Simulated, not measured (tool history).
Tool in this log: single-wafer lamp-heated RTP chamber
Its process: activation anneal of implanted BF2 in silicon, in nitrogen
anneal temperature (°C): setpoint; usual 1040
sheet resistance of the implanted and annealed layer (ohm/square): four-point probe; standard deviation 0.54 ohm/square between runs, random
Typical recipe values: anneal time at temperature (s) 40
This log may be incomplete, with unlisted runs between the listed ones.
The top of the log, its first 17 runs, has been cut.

| run | hour | anneal temperature (°C) | anneal time at temperature (s) | wafers since the last listed run | wafers since the last pyrometer calibration | wafers since the reflector plate was cleaned | hours since the gauge calibration | read-back reference wafer on the same gauge, sheet resistance | sheet resistance of the implanted and annealed layer (ohm/square) |
|---|---|---|---|---|---|---|---|---|---|
| 18 | 192.3 | 1040 | 50 | 162 | 169 | 3649 | 52.9 | 181.04 | 217.23 |
| 19 | 207.7 | 1040 | 22 | 192 | 362 | 3842 | 68.3 | 180.86 | 224.6 |
| 20 | 225 | 1040 | 40 | 216 | 578 | 4058 | 85.6 | 181.02 | 218.47 |
| 21 | 236.3 | 1063 | 30 | 141 | 719 | 4200 | 96.9 | 181.12 | 217.56 |
| 22 | 251.5 | 1040 | 40 | 190 | 910 | 4390 | 112.1 | 180.97 | 217.56 |
| 23 | 258.3 | 1040 | 19 | 85 | 995 | 4475 | 118.9 | 180.93 | 225.25 |
| 24 | 272.6 | 1048 | 40 | 178 | 1174 | 4654 | 133.2 | 181.07 | 216.97 |
| 25 | 280.4 | 1040 | 40 | 97 | 1271 | 4752 | 141 | 181.01 | 219.02 |
| 26 | 297.2 | 1066 | 40 | 210 | 1481 | 4962 | 157.8 | 180.92 | 213.19 |
| 27 | 309.8 | 1015 | 50 | 157 | 1639 | 5119 | 170.4 | 180.94 | 222.85 |
| 28 | 316.6 | 1024 | 40 | 85 | 1724 | 5204 | 177.2 | 181.2 | 222.28 |
| 29 | 334.3 | 1024 | 26 | 221 | 1945 | 5426 | 194.9 | 181.02 | 228.01 |
|  | 356.4 | reflector plate cleaned |
| 30 | 379.9 | 1063 | 48 | 470 | 2416 | 294 | 240.5 | 181.16 | 212.83 |
|  | 396.4 | pyrometer window cleaned and pyrometer calibrated |
| 31 | 396.9 | 1019 | 40 | 112 | 6 | 406 | 257.5 | 181 | 228.6 |
| 32 | 398.8 | 1040 | 40 | 23 | 30 | 430 | 259.4 | 180.97 | 219.41 |
| 33 | 412.8 | 1023 | 54 | 175 | 205 | 605 | 273.4 | 181.04 | 221.84 |
| 34 | 423.8 | 1010 | 25 | 137 | 343 | 743 | 284.4 | 180.93 | 237.77 |
| 35 | 440.6 | 1013 | 23 | 210 | 553 | 953 | 301.2 | 180.88 | 236.48 |
| 36 | 448.1 | 1061 | 25 | 93 | 647 | 1047 | 308.7 | 180.98 | 218.55 |
| 37 | 463.6 | 1027 | 40 | 193 | 841 | 1241 | 324.2 | 180.95 | 223.29 |

Here are 3 independent what-if runs from the current tool condition. What would each one return?
| A | 464 | 1023 | 40 | 5 | 846 | 1246 | 324.6 | ? | ? |
| B | 464 | 1040 | 33 | 5 | 846 | 1246 | 324.6 | ? | ? |
| C | 464 | 1067 | 40 | 5 | 846 | 1246 | 324.6 | ? | ? |

| run | read-back reference wafer on the same gauge, sheet resistance | sheet resistance of the implanted and annealed layer (ohm/square) |
|---|---|---|
| A | 180.96 | 226.55 |
| B | 180.96 | 222.98 |
| C | 180.96 | 214.93 |
Without the tool's hidden state the same runs would have given:
| run | sheet resistance of the implanted and annealed layer (ohm/square) |
|---|---|
| A | 227.5 |
| B | 223.69 |
| C | 215.38 |

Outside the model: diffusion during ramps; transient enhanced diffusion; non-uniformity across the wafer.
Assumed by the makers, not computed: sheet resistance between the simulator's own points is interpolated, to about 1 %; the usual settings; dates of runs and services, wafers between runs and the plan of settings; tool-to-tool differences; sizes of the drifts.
